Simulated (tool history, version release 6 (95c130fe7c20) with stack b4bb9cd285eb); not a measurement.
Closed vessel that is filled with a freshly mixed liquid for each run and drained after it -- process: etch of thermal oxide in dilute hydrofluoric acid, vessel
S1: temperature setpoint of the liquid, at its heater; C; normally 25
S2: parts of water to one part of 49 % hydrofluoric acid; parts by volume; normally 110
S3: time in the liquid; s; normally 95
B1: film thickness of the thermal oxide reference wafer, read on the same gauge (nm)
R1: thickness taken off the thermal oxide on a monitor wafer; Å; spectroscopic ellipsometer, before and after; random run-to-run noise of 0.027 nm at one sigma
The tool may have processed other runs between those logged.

run 1 hour=0 | S1=25 S2=110 S3=95 | B1=69.996 | R1=40.17
run 2 hour=52.5 | S1=25 S2=110 S3=95 | B1=70.018 | R1=40.43
run 3 hour=99.6 | S1=25 S2=110 S3=95 | B1=70 | R1=39.91
run 4 hour=166.5 | S1=25 S2=110 S3=95 | B1=70.025 | R1=40.02
run 5 hour=208.8 | S1=25 S2=110 S3=95 | B1=69.992 | R1=40.85
run 6 hour=252 | S1=25 S2=110 S3=95 | B1=70.005 | R1=40.61
run 7 hour=316.8 | S1=25 S2=110 S3=95 | B1=69.993 | R1=39.96
run 8 hour=364.4 | S1=25 S2=110 S3=95 | B1=70.02 | R1=40.31
run 9 hour=407.7 | S1=25 S2=110 S3=95 | B1=69.988 | R1=40.64
run 10 hour=554.9 | S1=25 S2=110 S3=110 | B1=70.018 | R1=46.79
-- hour=570.5 thermometer replaced
run 11 hour=598 | S1=21.5 S2=110 S3=95 | B1=70.01 | R1=35.5
run 12 hour=633.8 | S1=28 S2=80 S3=95 | B1=70.003 | R1=65.84
-- hour=644.3 gauge calibrated
run 13 hour=675 | S1=22.5 S2=125 S3=130 | B1=69.989 | R1=43.91
run 14 hour=730.9 | S1=29.5 S2=95 S3=95 | B1=70.025 | R1=57.11
run 15 hour=775.6 | S1=25 S2=110 S3=95 | B1=70.009 | R1=40.68
-- hour=780.7 hydrofluoric acid flow meter replaced
run 16 hour=814.4 | S1=29.5 S2=90 S3=145 | B1=70.017 | R1=88.8
run 17 hour=862.1 | S1=23.5 S2=95 S3=95 | B1=70.006 | R1=42.88
run 18 hour=910.8 | S1=25 S2=75 S3=95 | B1=69.994 | R1=60.1
run 19 hour=971.3 | S1=30 S2=140 S3=75 | B1=70.032 | R1=28.02
run 20 hour=1014.3 | S1=25 S2=110 S3=95 | B1=70.043 | R1=39.52

Some steps in R1 between neighbouring runs. How much of each would the tool show without its hidden state too (settings, what came in, random variation), and how much is left for the hidden state, with any gauge scatter that isn't in both results?
Hidden conditions of the tool in this case: liquid colder than its thermometer reads (K); hydrofluoric acid flow above the setpoint (%); gauge reads high (%).
Run 11 -> 12: S1 21.5 -> 28, S2 110 -> 80. R1 +30.34 Å: hidden state +1.5, all else +28.84.
Run 15 -> 16: S1 25 -> 29.5, S2 110 -> 90, S3 95 -> 145, hydrofluoric acid flow meter replaced. R1 +48.12 Å: hidden state -1.7, all else +49.82.
Run 16 -> 17: S1 29.5 -> 23.5, S2 90 -> 95, S3 145 -> 95. R1 -45.92 Å: hidden state -0.19, all else -45.73.
